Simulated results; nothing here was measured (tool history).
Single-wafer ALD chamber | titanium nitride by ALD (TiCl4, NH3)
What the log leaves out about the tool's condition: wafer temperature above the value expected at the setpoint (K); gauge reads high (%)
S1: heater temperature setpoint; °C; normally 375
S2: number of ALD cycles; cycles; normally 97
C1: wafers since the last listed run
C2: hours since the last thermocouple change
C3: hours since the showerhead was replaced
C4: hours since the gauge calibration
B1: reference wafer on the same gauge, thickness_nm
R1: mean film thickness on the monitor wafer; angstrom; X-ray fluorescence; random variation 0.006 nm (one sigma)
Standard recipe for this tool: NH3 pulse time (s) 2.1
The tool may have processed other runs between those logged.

run 1 day=0 | S1=375 S2=97 NH3_pulse_time_(s)=2.1 | C1=0 C2=878.4 C3=2014.7 C4=780.1 | B1=2.45 | R1=21.32
run 2 day=2.704 | S1=375 S2=97 NH3_pulse_time_(s)=2.1 | C1=138 C2=943.3 C3=2079.6 C4=845 | B1=2.451 | R1=21.28
run 3 day=5.512 | S1=375 S2=97 NH3_pulse_time_(s)=2.1 | C1=143 C2=1010.7 C3=2147 C4=912.4 | B1=2.446 | R1=21.31
run 4 day=8.117 | S1=375 S2=97 NH3_pulse_time_(s)=2.1 | C1=133 C2=1073.2 C3=2209.5 C4=974.9 | B1=2.446 | R1=21.34
run 5 day=9.538 | S1=375 S2=97 NH3_pulse_time_(s)=2.1 | C1=72 C2=1107.3 C3=2243.6 C4=1009 | B1=2.449 | R1=21.31
run 6 day=10.729 | S1=375 S2=97 NH3_pulse_time_(s)=2.1 | C1=61 C2=1135.9 C3=2272.2 C4=1037.6 | B1=2.446 | R1=21.24
run 7 day=12.167 | S1=375 S2=97 NH3_pulse_time_(s)=2.1 | C1=73 C2=1170.4 C3=2306.7 C4=1072.1 | B1=2.449 | R1=21.37
run 8 day=14.317 | S1=375 S2=97 NH3_pulse_time_(s)=2.1 | C1=110 C2=1222 C3=2358.3 C4=1123.7 | B1=2.445 | R1=21.21
run 9 day=15.617 | S1=375 S2=97 NH3_pulse_time_(s)=2.1 | C1=66 C2=1253.2 C3=2389.5 C4=1154.9 | B1=2.443 | R1=21.3
run 10 day=17.688 | S1=375 S2=112 NH3_pulse_time_(s)=2.72 | C1=106 C2=1302.9 C3=2439.2 C4=1204.6 | B1=2.445 | R1=24.98
run 11 day=20.417 | S1=375 S2=112 NH3_pulse_time_(s)=2.72 | C1=139 C2=1368.4 C3=2504.7 C4=1270.1 | B1=2.444 | R1=25.08
run 12 day=22.683 | S1=375 S2=97 NH3_pulse_time_(s)=2.1 | C1=116 C2=1422.8 C3=2559.1 C4=1324.5 | B1=2.442 | R1=21.29
run 13 day=24.112 | S1=375 S2=97 NH3_pulse_time_(s)=2.1 | C1=73 C2=1457.1 C3=2593.4 C4=1358.8 | B1=2.44 | R1=21.18
run 14 day=25.233 | S1=375 S2=97 NH3_pulse_time_(s)=2.1 | C1=57 C2=1484 C3=2620.3 C4=1385.7 | B1=2.44 | R1=21.32
run 15 day=27.2 | S1=390 S2=110 NH3_pulse_time_(s)=1.52 | C1=100 C2=1531.2 C3=2667.5 C4=1432.9 | B1=2.442 | R1=23.8
run 16 day=28.446 | S1=382 S2=97 NH3_pulse_time_(s)=1.72 | C1=63 C2=1561.1 C3=2697.4 C4=1462.8 | B1=2.434 | R1=21.11
run 17 day=30.279 | S1=375 S2=97 NH3_pulse_time_(s)=2.1 | C1=93 C2=1605.1 C3=2741.4 C4=1506.8 | B1=2.441 | R1=21.24
run 18 day=32.75 | S1=375 S2=97 NH3_pulse_time_(s)=2.1 | C1=126 C2=1664.4 C3=2800.7 C4=1566.1 | B1=2.436 | R1=21.38
run 19 day=35.4 | S1=375 S2=97 NH3_pulse_time_(s)=2.1 | C1=135 C2=1728 C3=2864.3 C4=1629.7 | B1=2.435 | R1=21.29
run 20 day=36.692 | S1=387 S2=79 NH3_pulse_time_(s)=1.49 | C1=66 C2=1759 C3=2895.3 C4=1660.7 | B1=2.435 | R1=16.99
run 21 day=38.796 | S1=375 S2=92 NH3_pulse_time_(s)=2.1 | C1=107 C2=1809.5 C3=2945.8 C4=1711.2 | B1=2.432 | R1=20.05
-- day=41.021 gauge calibrated
run 22 day=41.358 | S1=375 S2=97 NH3_pulse_time_(s)=2.6 | C1=131 C2=1871 C3=3007.3 C4=8.1 | B1=2.463 | R1=21.81
-- day=43.012 thermocouple changed; heater temperature recalibrated
run 23 day=43.7 | S1=375 S2=97 NH3_pulse_time_(s)=2.1 | C1=102 C2=16.5 C3=3063.5 C4=64.3 | B1=2.464 | R1=21.52
run 24 day=45.092 | S1=382 S2=105 NH3_pulse_time_(s)=2.1 | C1=71 C2=49.9 C3=3096.9 C4=97.7 | B1=2.461 | R1=23.32
run 25 day=47.467 | S1=366 S2=80 NH3_pulse_time_(s)=1.42 | C1=121 C2=106.9 C3=3153.9 C4=154.7 | B1=2.462 | R1=16.61
run 26 day=48.875 | S1=368 S2=83 NH3_pulse_time_(s)=1.68 | C1=72 C2=140.7 C3=3187.7 C4=188.5 | B1=2.464 | R1=17.64
run 27 day=50.979 | S1=369 S2=97 NH3_pulse_time_(s)=2.1 | C1=107 C2=191.2 C3=3238.2 C4=239 | B1=2.462 | R1=21.21
run 28 day=53.062 | S1=375 S2=105 NH3_pulse_time_(s)=2.1 | C1=106 C2=241.2 C3=3288.2 C4=289 | B1=2.459 | R1=23.26
-- day=55.117 showerhead replaced
run 29 day=55.3 | S1=362 S2=97 NH3_pulse_time_(s)=2.1 | C1=97 C2=294.9 C3=4.4 C4=342.7 | B1=2.46 | R1=21.03
run 30 day=57.742 | S1=375 S2=97 NH3_pulse_time_(s)=2.1 | C1=125 C2=353.5 C3=63 C4=401.3 | B1=2.459 | R1=21.36
run 31 day=59.025 | S1=375 S2=80 NH3_pulse_time_(s)=2.1 | C1=65 C2=384.3 C3=93.8 C4=432.1 | B1=2.457 | R1=17.65
run 32 day=60.133 | S1=375 S2=97 NH3_pulse_time_(s)=2.1 | C1=56 C2=410.9 C3=120.4 C4=458.7 | B1=2.456 | R1=21.38
run 33 day=62.888 | S1=365 S2=97 NH3_pulse_time_(s)=2.1 | C1=141 C2=477 C3=186.5 C4=524.8 | B1=2.456 | R1=20.98
run 34 day=65.175 | S1=367 S2=97 NH3_pulse_time_(s)=2.62 | C1=117 C2=531.9 C3=241.4 C4=579.7 | B1=2.455 | R1=21.5
run 35 day=67.258 | S1=375 S2=97 NH3_pulse_time_(s)=1.37 | C1=106 C2=581.9 C3=291.4 C4=629.7 | B1=2.455 | R1=20.49
run 36 day=69.779 | S1=375 S2=97 NH3_pulse_time_(s)=2.32 | C1=129 C2=642.4 C3=351.9 C4=690.2 | B1=2.455 | R1=21.65
run 37 day=70.958 | S1=368 S2=97 NH3_pulse_time_(s)=1.45 | C1=60 C2=670.7 C3=380.2 C4=718.5 | B1=2.45 | R1=20.24
run 38 day=72.333 | S1=361 S2=103 NH3_pulse_time_(s)=2.43 | C1=70 C2=703.7 C3=413.2 C4=751.5 | B1=2.45 | R1=22.41

Forecast run 39:
run 39 day=74.446 | S1=375 S2=87 NH3_pulse_time_(s)=2.1 | C1=108 C2=754.4 C3=463.9 C4=802.2 | B1=? | R1=?

Logged for run 39: B1 2.45, R1 19.19 angstrom.
Without the tool's hidden state the same run would have given R1 19.26 angstrom.
